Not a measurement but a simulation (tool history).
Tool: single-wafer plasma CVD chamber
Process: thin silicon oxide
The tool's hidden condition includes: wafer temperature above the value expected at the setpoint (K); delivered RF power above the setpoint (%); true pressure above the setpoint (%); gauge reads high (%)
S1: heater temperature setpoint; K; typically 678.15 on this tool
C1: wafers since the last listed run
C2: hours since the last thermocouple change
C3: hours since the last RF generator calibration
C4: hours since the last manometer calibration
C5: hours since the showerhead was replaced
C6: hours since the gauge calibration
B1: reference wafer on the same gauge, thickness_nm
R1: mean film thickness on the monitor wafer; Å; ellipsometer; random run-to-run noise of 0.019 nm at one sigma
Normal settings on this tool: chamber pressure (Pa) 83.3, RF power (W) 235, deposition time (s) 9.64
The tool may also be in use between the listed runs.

Run 1, hour 0.0: usual settings; C1 0; C2 1974.5; C3 2191.6; C4 1442.5; C5 3915.6; C6 144.1; B1 14.095. Result: R1 115.27 Å.
Run 2, hour 29.4: usual settings; C1 782; C2 2003.9; C3 2221.0; C4 1471.9; C5 3945.0; C6 173.5; B1 14.106. Result: R1 115.37 Å.
Run 3, hour 49.8: usual settings but S1 674.15 K; C1 543; C2 2024.3; C3 2241.4; C4 1492.3; C5 3965.4; C6 193.9; B1 14.093. Result: R1 115.77 Å.
Run 4, hour 69.1: usual settings but S1 674.15 K; C1 513; C2 2043.6; C3 2260.7; C4 1511.6; C5 3984.7; C6 213.2; B1 14.100. Result: R1 115.42 Å.
Run 5, hour 94.7: usual settings but S1 674.15 K; C1 681; C2 2069.2; C3 2286.3; C4 1537.2; C5 4010.3; C6 238.8; B1 14.109. Result: R1 115.58 Å.
Run 6, hour 122.1: usual settings but chamber pressure (Pa) 89.9; C1 729; C2 2096.6; C3 2313.7; C4 1564.6; C5 4037.7; C6 266.2; B1 14.099. Result: R1 124.07 Å.
Run 7, hour 154.9: usual settings but chamber pressure (Pa) 89.9; C1 873; C2 2129.4; C3 2346.5; C4 1597.4; C5 4070.5; C6 299.0; B1 14.102. Result: R1 123.55 Å.
Run 8, hour 189.3: usual settings but chamber pressure (Pa) 89.9; C1 915; C2 2163.8; C3 2380.9; C4 1631.8; C5 4104.9; C6 333.4; B1 14.103. Result: R1 123.38 Å.
At hour 208.3: gauge calibrated.
Run 9, hour 233.6: usual settings but RF power (W) 265; C1 1179; C2 2208.1; C3 2425.2; C4 1676.1; C5 4149.2; C6 25.3; B1 14.096. Result: R1 119.74 Å.
At hour 248.0: showerhead replaced.
Run 10, hour 261.5: usual settings but RF power (W) 280; C1 529; C2 2236.0; C3 2453.1; C4 1704.0; C5 13.5; C6 53.2; B1 14.097. Result: R1 122.10 Å.
At hour 291.1: thermocouple changed; heater temperature recalibrated.
Run 11, hour 295.6: usual settings but S1 682.15 K, chamber pressure (Pa) 71.6, RF power (W) 195, deposition time (s) 10.23; C1 694; C2 4.5; C3 2487.2; C4 1738.1; C5 47.6; C6 87.3; B1 14.099. Result: R1 97.96 Å.
Run 12, hour 315.3: usual settings but S1 674.15 K; C1 524; C2 24.2; C3 2506.9; C4 1757.8; C5 67.3; C6 107.0; B1 14.104. Result: R1 114.85 Å.
Run 13, hour 329.6: usual settings; C1 380; C2 38.5; C3 2521.2; C4 1772.1; C5 81.6; C6 121.3; B1 14.101. Result: R1 114.61 Å.
At hour 344.4: capacitance manometer re-zeroed and calibrated.
Run 14, hour 344.9: usual settings but chamber pressure (Pa) 89.9; C1 194; C2 53.8; C3 2536.5; C4 0.5; C5 96.9; C6 136.6; B1 14.093. Result: R1 131.29 Å.
Run 15, hour 370.0: usual settings but RF power (W) 275, deposition time (s) 10.74; C1 668; C2 78.9; C3 2561.6; C4 25.6; C5 122.0; C6 161.7; B1 14.104. Result: R1 143.52 Å.
At hour 385.0: RF generator calibrated.
Run 16, hour 396.7: usual settings but S1 665.15 K; C1 497; C2 105.6; C3 11.7; C4 52.3; C5 148.7; C6 188.4; B1 14.101. Result: R1 126.78 Å.
Run 17, hour 432.2: usual settings but S1 667.15 K, chamber pressure (Pa) 64.9, RF power (W) 205, deposition time (s) 8.64; C1 945; C2 141.1; C3 47.2; C4 87.8; C5 184.2; C6 223.9; B1 14.098. Result: R1 85.00 Å.
Run 18, hour 464.5: usual settings but chamber pressure (Pa) 69.9; C1 860; C2 173.4; C3 79.5; C4 120.1; C5 216.5; C6 256.2; B1 14.109. Result: R1 105.14 Å.
Run 19, hour 494.4: usual settings but S1 673.15 K; C1 796; C2 203.3; C3 109.4; C4 150.0; C5 246.4; C6 286.1; B1 14.093. Result: R1 125.13 Å.

Predict each of these 5 candidate next runs independently; none follows another, all start after run 19:
Run A, hour 494.8: usual settings but chamber pressure (Pa) 101.7; C1 10; C2 203.7; C3 109.8; C4 150.4; C5 246.8; C6 286.5; B1 ?. Result: R1 ?.
Run B, hour 494.8: usual settings but S1 665.15 K, chamber pressure (Pa) 69.3, RF power (W) 210, deposition time (s) 8.77; C1 10; C2 203.7; C3 109.8; C4 150.4; C5 246.8; C6 286.5; B1 ?. Result: R1 ?.
Run C, hour 494.8: usual settings but RF power (W) 210; C1 10; C2 203.7; C3 109.8; C4 150.4; C5 246.8; C6 286.5; B1 ?. Result: R1 ?.
Run D, hour 494.8: usual settings but deposition time (s) 10.19; C1 10; C2 203.7; C3 109.8; C4 150.4; C5 246.8; C6 286.5; B1 ?. Result: R1 ?.
Run E, hour 494.8: usual settings but S1 664.15 K, chamber pressure (Pa) 91.1, RF power (W) 205, deposition time (s) 11.19; C1 10; C2 203.7; C3 109.8; C4 150.4; C5 246.8; C6 286.5; B1 ?. Result: R1 ?.

run      B1      R1
  A  14.097  150.61
  B  14.097   92.30
  C  14.097  119.99
  D  14.097  131.81
  E  14.097  151.86
With the hidden condition removed and each run's random variation left untouched, the same runs would have given:
run      R1
  A  151.56
  B   92.92
  C  120.78
  D  132.68
  E  152.85
